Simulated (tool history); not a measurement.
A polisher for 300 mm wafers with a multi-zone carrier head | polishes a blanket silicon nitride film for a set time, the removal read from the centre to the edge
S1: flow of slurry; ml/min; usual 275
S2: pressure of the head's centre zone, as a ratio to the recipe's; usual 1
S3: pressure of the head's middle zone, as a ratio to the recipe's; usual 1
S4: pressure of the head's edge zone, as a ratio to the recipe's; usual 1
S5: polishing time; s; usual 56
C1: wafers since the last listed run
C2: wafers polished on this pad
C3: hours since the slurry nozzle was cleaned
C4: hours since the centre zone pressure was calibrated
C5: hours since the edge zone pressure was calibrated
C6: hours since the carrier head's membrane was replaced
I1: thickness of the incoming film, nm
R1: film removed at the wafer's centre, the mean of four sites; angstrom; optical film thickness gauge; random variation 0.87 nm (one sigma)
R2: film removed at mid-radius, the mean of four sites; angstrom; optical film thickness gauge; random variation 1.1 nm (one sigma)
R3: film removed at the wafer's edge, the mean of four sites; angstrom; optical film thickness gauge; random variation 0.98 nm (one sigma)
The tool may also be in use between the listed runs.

run 1 hour=0 | S1=275 S2=1 S3=1 S4=1.04 S5=56 | C1=0 C2=2864 C3=386.8 C4=656.9 C5=985.2 C6=1156.4 | I1=811 | R1=955 R2=964 R3=963
-- hour=58.7 worn pad replaced by a new one
run 2 hour=59.2 | S1=275 S2=1 S3=1 S4=1.04 S5=56 | C1=794 C2=7 C3=446 C4=716.1 C5=1044.4 C6=1215.6 | I1=812.3 | R1=955 R2=960 R3=950
-- hour=131.5 slurry nozzle cleaned
run 3 hour=154.4 | S1=275 S2=1 S3=1 S4=1 S5=56 | C1=1356 C2=1363 C3=22.9 C4=811.3 C5=1139.6 C6=1310.8 | I1=813.2 | R1=951 R2=967 R3=932
-- hour=158 centre zone pressure recalibrated
-- hour=311.8 worn pad replaced by a new one
run 4 hour=312.3 | S1=275 S2=1 S3=1 S4=1 S5=56 | C1=2186 C2=7 C3=180.8 C4=154.3 C5=1297.5 C6=1468.7 | I1=796.8 | R1=942 R2=951 R3=946
run 5 hour=395 | S1=275 S2=1 S3=1 S4=1 S5=56 | C1=1190 C2=1198 C3=263.5 C4=237 C5=1380.2 C6=1551.4 | I1=800.4 | R1=933 R2=954 R3=951
run 6 hour=451.9 | S1=275 S2=1 S3=1 S4=1 S5=56 | C1=819 C2=2017 C3=320.4 C4=293.9 C5=1437.1 C6=1608.3 | I1=786.1 | R1=952 R2=975 R3=931
-- hour=503.8 carrier head's membrane replaced by a new one
-- hour=525.4 worn pad replaced by a new one
-- hour=527.2 edge zone pressure recalibrated
run 7 hour=534.8 | S1=275 S2=1 S3=1 S4=1 S5=56 | C1=1037 C2=109 C3=403.3 C4=376.8 C5=7.6 C6=31 | I1=797.3 | R1=952 R2=967 R3=929
-- hour=616.2 slurry nozzle cleaned
run 8 hour=638.6 | S1=275 S2=1 S3=0.93 S4=1.12 S5=62 | C1=1479 C2=1589 C3=22.4 C4=480.6 C5=111.4 C6=134.8 | I1=793.7 | R1=1047 R2=1008 R3=1062
run 9 hour=716.1 | S1=245 S2=1.08 S3=1 S4=1 S5=56 | C1=1115 C2=2704 C3=99.9 C4=558.1 C5=188.9 C6=212.3 | I1=800.9 | R1=1012 R2=959 R3=928
-- hour=727.2 worn pad replaced by a new one
run 10 hour=768.8 | S1=275 S2=1 S3=1.07 S4=1 S5=56 | C1=701 C2=598 C3=152.6 C4=610.8 C5=241.6 C6=265 | I1=812.3 | R1=964 R2=1017 R3=941
-- hour=798.9 centre zone pressure recalibrated
run 11 hour=820 | S1=220 S2=0.96 S3=0.94 S4=1 S5=56 | C1=708 C2=1307 C3=203.8 C4=21.1 C5=292.8 C6=316.2 | I1=789 | R1=891 R2=896 R3=905
-- hour=936.3 worn pad replaced by a new one
run 12 hour=946 | S1=200 S2=0.89 S3=1 S4=0.93 S5=56 | C1=1756 C2=139 C3=329.8 C4=147.1 C5=418.8 C6=442.2 | I1=791.6 | R1=804 R2=929 R3=863
run 13 hour=1016 | S1=275 S2=1.09 S3=1.12 S4=1 S5=56 | C1=1007 C2=1147 C3=399.8 C4=217.1 C5=488.8 C6=512.2 | I1=794.6 | R1=1042 R2=1053 R3=926
run 14 hour=1072.7 | S1=275 S2=1 S3=1 S4=1 S5=56 | C1=816 C2=1963 C3=456.5 C4=273.8 C5=545.5 C6=568.9 | I1=810.8 | R1=952 R2=965 R3=911
-- hour=1087.7 slurry nozzle cleaned
run 15 hour=1148.6 | S1=275 S2=1 S3=1 S4=1 S5=56 | C1=1078 C2=3041 C3=60.9 C4=349.7 C5=621.4 C6=644.8 | I1=785.4 | R1=956 R2=971 R3=941

Forecast each of these 3 alternatives for the next run:
run A hour=1149 | S1=275 S2=1 S3=1 S4=1 S5=56 | C1=5 C2=3047 C3=61.3 C4=350.1 C5=621.8 C6=645.2 | I1=791.9 | R1=? R2=? R3=?
run B hour=1149 | S1=275 S2=1.1 S3=1.05 S4=1 S5=71 | C1=5 C2=3047 C3=61.3 C4=350.1 C5=621.8 C6=645.2 | I1=791.9 | R1=? R2=? R3=?
run C hour=1149 | S1=275 S2=1 S3=1 S4=1 S5=40 | C1=5 C2=3047 C3=61.3 C4=350.1 C5=621.8 C6=645.2 | I1=791.9 | R1=? R2=? R3=?

run=A R1=941 R2=972 R3=918
run=B R1=1314 R2=1284 R3=1163
run=C R1=672 R2=694 R3=656
Without the tool's hidden state the same runs would have given:
run=A R1=941 R2=972 R3=918
run=B R1=1314 R2=1284 R3=1163
run=C R1=672 R2=694 R3=656
